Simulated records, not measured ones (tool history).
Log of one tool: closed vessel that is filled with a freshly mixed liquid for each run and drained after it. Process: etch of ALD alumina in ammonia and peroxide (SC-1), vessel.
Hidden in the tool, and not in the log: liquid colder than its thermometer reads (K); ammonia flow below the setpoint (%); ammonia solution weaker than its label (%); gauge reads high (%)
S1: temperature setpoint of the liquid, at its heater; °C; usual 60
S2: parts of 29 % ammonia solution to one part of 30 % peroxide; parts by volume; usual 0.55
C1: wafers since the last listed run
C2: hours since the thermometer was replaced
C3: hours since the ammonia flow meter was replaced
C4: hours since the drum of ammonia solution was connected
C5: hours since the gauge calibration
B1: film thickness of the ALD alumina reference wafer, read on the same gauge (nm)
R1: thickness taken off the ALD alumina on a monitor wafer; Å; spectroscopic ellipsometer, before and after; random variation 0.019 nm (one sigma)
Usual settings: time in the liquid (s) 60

{"run": 1, "day": 0.0, "S1": 63.5, "S2": 0.55, "time in the liquid (s)": 60, "C1": 0, "C2": 2341.5, "C3": 415.9, "C4": 725.4, "C5": 223.8, "B1": 139.983, "R1": 41.26}
{"run": 2, "day": 0.346, "S1": 62.5, "S2": 0.55, "time in the liquid (s)": 45, "C1": 523, "C2": 2349.8, "C3": 424.2, "C4": 733.7, "C5": 232.1, "B1": 140.003, "R1": 29.48}
{"run": 3, "day": 1.008, "S1": 62.5, "S2": 0.55, "time in the liquid (s)": 45, "C1": 1001, "C2": 2365.7, "C3": 440.1, "C4": 749.6, "C5": 248, "B1": 139.975, "R1": 29.48}
{"run": 4, "day": 1.296, "S1": 62.5, "S2": 0.55, "time in the liquid (s)": 45, "C1": 434, "C2": 2372.6, "C3": 447, "C4": 756.5, "C5": 254.9, "B1": 139.975, "R1": 29.47}
{"run": 5, "day": 1.742, "S1": 60, "S2": 0.55, "time in the liquid (s)": 60, "C1": 674, "C2": 2383.3, "C3": 457.7, "C4": 767.2, "C5": 265.6, "B1": 140, "R1": 34.44}
{"day": 2.004, "done": "ammonia flow meter replaced"}
{"run": 6, "day": 2.362, "S1": 62.5, "S2": 0.55, "time in the liquid (s)": 60, "C1": 875, "C2": 2398.2, "C3": 8.6, "C4": 782.1, "C5": 280.5, "B1": 139.985, "R1": 39.23}
{"run": 7, "day": 2.696, "S1": 60, "S2": 0.55, "time in the liquid (s)": 60, "C1": 504, "C2": 2406.2, "C3": 16.6, "C4": 790.1, "C5": 288.5, "B1": 140.008, "R1": 34.39}
{"run": 8, "day": 3.092, "S1": 60, "S2": 0.55, "time in the liquid (s)": 60, "C1": 598, "C2": 2415.7, "C3": 26.1, "C4": 799.6, "C5": 298, "B1": 139.968, "R1": 34.65}
{"run": 9, "day": 3.588, "S1": 60, "S2": 0.55, "time in the liquid (s)": 60, "C1": 749, "C2": 2427.6, "C3": 38, "C4": 811.5, "C5": 309.9, "B1": 139.991, "R1": 34.58}
{"day": 3.825, "done": "thermometer replaced"}
{"run": 10, "day": 4.062, "S1": 60, "S2": 0.55, "time in the liquid (s)": 60, "C1": 655, "C2": 5.7, "C3": 49.4, "C4": 822.9, "C5": 321.3, "B1": 139.948, "R1": 32.94}
{"day": 4.196, "done": "new drum of ammonia solution connected"}
{"run": 11, "day": 4.717, "S1": 60, "S2": 0.55, "time in the liquid (s)": 60, "C1": 926, "C2": 21.4, "C3": 65.1, "C4": 12.5, "C5": 337, "B1": 140.017, "R1": 32.46}
{"run": 12, "day": 5.296, "S1": 67, "S2": 0.3, "time in the liquid (s)": 90, "C1": 875, "C2": 35.3, "C3": 79, "C4": 26.4, "C5": 350.9, "B1": 139.991, "R1": 66.41}
{"day": 6.008, "done": "thermometer replaced, repeated, since the last time left the tool worse"}
{"run": 13, "day": 6.029, "S1": 60, "S2": 0.55, "time in the liquid (s)": 60, "C1": 1046, "C2": 0.5, "C3": 96.6, "C4": 44, "C5": 368.5, "B1": 139.965, "R1": 38.52}
{"run": 14, "day": 6.317, "S1": 60, "S2": 0.25, "time in the liquid (s)": 30, "C1": 434, "C2": 7.4, "C3": 103.5, "C4": 50.9, "C5": 375.4, "B1": 140.007, "R1": 17.77}
{"run": 15, "day": 6.875, "S1": 60, "S2": 0.55, "time in the liquid (s)": 80, "C1": 844, "C2": 20.8, "C3": 116.9, "C4": 64.3, "C5": 388.8, "B1": 139.985, "R1": 51.25}
{"run": 16, "day": 7.467, "S1": 63, "S2": 0.35, "time in the liquid (s)": 40, "C1": 894, "C2": 35, "C3": 131.1, "C4": 78.5, "C5": 403, "B1": 140.009, "R1": 28.42}
{"run": 17, "day": 7.967, "S1": 60, "S2": 0.55, "time in the liquid (s)": 60, "C1": 756, "C2": 47, "C3": 143.1, "C4": 90.5, "C5": 415, "B1": 140.015, "R1": 38.05}
{"run": 18, "day": 8.404, "S1": 60, "S2": 0.7, "time in the liquid (s)": 60, "C1": 661, "C2": 57.5, "C3": 153.6, "C4": 101, "C5": 425.5, "B1": 139.944, "R1": 39.34}
{"run": 19, "day": 8.775, "S1": 66.5, "S2": 0.7, "time in the liquid (s)": 40, "C1": 560, "C2": 66.4, "C3": 162.5, "C4": 109.9, "C5": 434.4, "B1": 140.022, "R1": 36.37}
{"run": 20, "day": 9.308, "S1": 60, "S2": 0.55, "time in the liquid (s)": 60, "C1": 806, "C2": 79.2, "C3": 175.3, "C4": 122.7, "C5": 447.2, "B1": 139.994, "R1": 38.35}
{"run": 21, "day": 9.783, "S1": 62.5, "S2": 0.55, "time in the liquid (s)": 60, "C1": 718, "C2": 90.6, "C3": 186.7, "C4": 134.1, "C5": 458.6, "B1": 140.04, "R1": 43.58}
{"day": 10.171, "done": "gauge calibrated"}
{"run": 22, "day": 11.167, "S1": 60, "S2": 0.55, "time in the liquid (s)": 60, "C1": 2092, "C2": 123.8, "C3": 219.9, "C4": 167.3, "C5": 23.9, "B1": 139.987, "R1": 37.9}
{"run": 23, "day": 11.438, "S1": 57, "S2": 0.3, "time in the liquid (s)": 60, "C1": 409, "C2": 130.3, "C3": 226.4, "C4": 173.8, "C5": 30.4, "B1": 140.03, "R1": 30.74}
{"run": 24, "day": 11.946, "S1": 60, "S2": 0.55, "time in the liquid (s)": 60, "C1": 768, "C2": 142.5, "C3": 238.6, "C4": 186, "C5": 42.6, "B1": 140.052, "R1": 38.21}
{"run": 25, "day": 12.475, "S1": 60, "S2": 0.3, "time in the liquid (s)": 45, "C1": 800, "C2": 155.2, "C3": 251.3, "C4": 198.7, "C5": 55.3, "B1": 139.972, "R1": 26.81}
{"run": 26, "day": 13.042, "S1": 53, "S2": 0.7, "time in the liquid (s)": 35, "C1": 856, "C2": 168.8, "C3": 264.9, "C4": 212.3, "C5": 68.9, "B1": 139.949, "R1": 15.62}
{"run": 27, "day": 13.542, "S1": 60, "S2": 0.85, "time in the liquid (s)": 45, "C1": 756, "C2": 180.8, "C3": 276.9, "C4": 224.3, "C5": 80.9, "B1": 139.969, "R1": 29.48}
{"run": 28, "day": 13.929, "S1": 60, "S2": 0.55, "time in the liquid (s)": 60, "C1": 586, "C2": 190.1, "C3": 286.2, "C4": 233.6, "C5": 90.2, "B1": 139.992, "R1": 38.31}

Forecast each of these 5 alternatives for the next run:
{"run": "A", "day": 13.958, "S1": 60, "S2": 0.45, "time in the liquid (s)": 60, "C1": 44, "C2": 190.8, "C3": 286.9, "C4": 234.3, "C5": 90.9, "B1": "?", "R1": "?"}
{"run": "B", "day": 13.958, "S1": 66, "S2": 0.55, "time in the liquid (s)": 60, "C1": 44, "C2": 190.8, "C3": 286.9, "C4": 234.3, "C5": 90.9, "B1": "?", "R1": "?"}
{"run": "C", "day": 13.958, "S1": 50.5, "S2": 0.55, "time in the liquid (s)": 60, "C1": 44, "C2": 190.8, "C3": 286.9, "C4": 234.3, "C5": 90.9, "B1": "?", "R1": "?"}
{"run": "D", "day": 13.958, "S1": 60, "S2": 0.55, "time in the liquid (s)": 30, "C1": 44, "C2": 190.8, "C3": 286.9, "C4": 234.3, "C5": 90.9, "B1": "?", "R1": "?"}
{"run": "E", "day": 13.958, "S1": 66, "S2": 0.65, "time in the liquid (s)": 30, "C1": 44, "C2": 190.8, "C3": 286.9, "C4": 234.3, "C5": 90.9, "B1": "?", "R1": "?"}

run=A B1=140.01 R1=37.19
run=B B1=140.01 R1=51.29
run=C B1=140.01 R1=22.87
run=D B1=140.01 R1=18.95
run=E B1=140.01 R1=26.05
Without the tool's hidden state the same runs would have given:
run=A R1=37.75
run=B R1=52.03
run=C R1=23.24
run=D R1=19.24
run=E R1=26.43
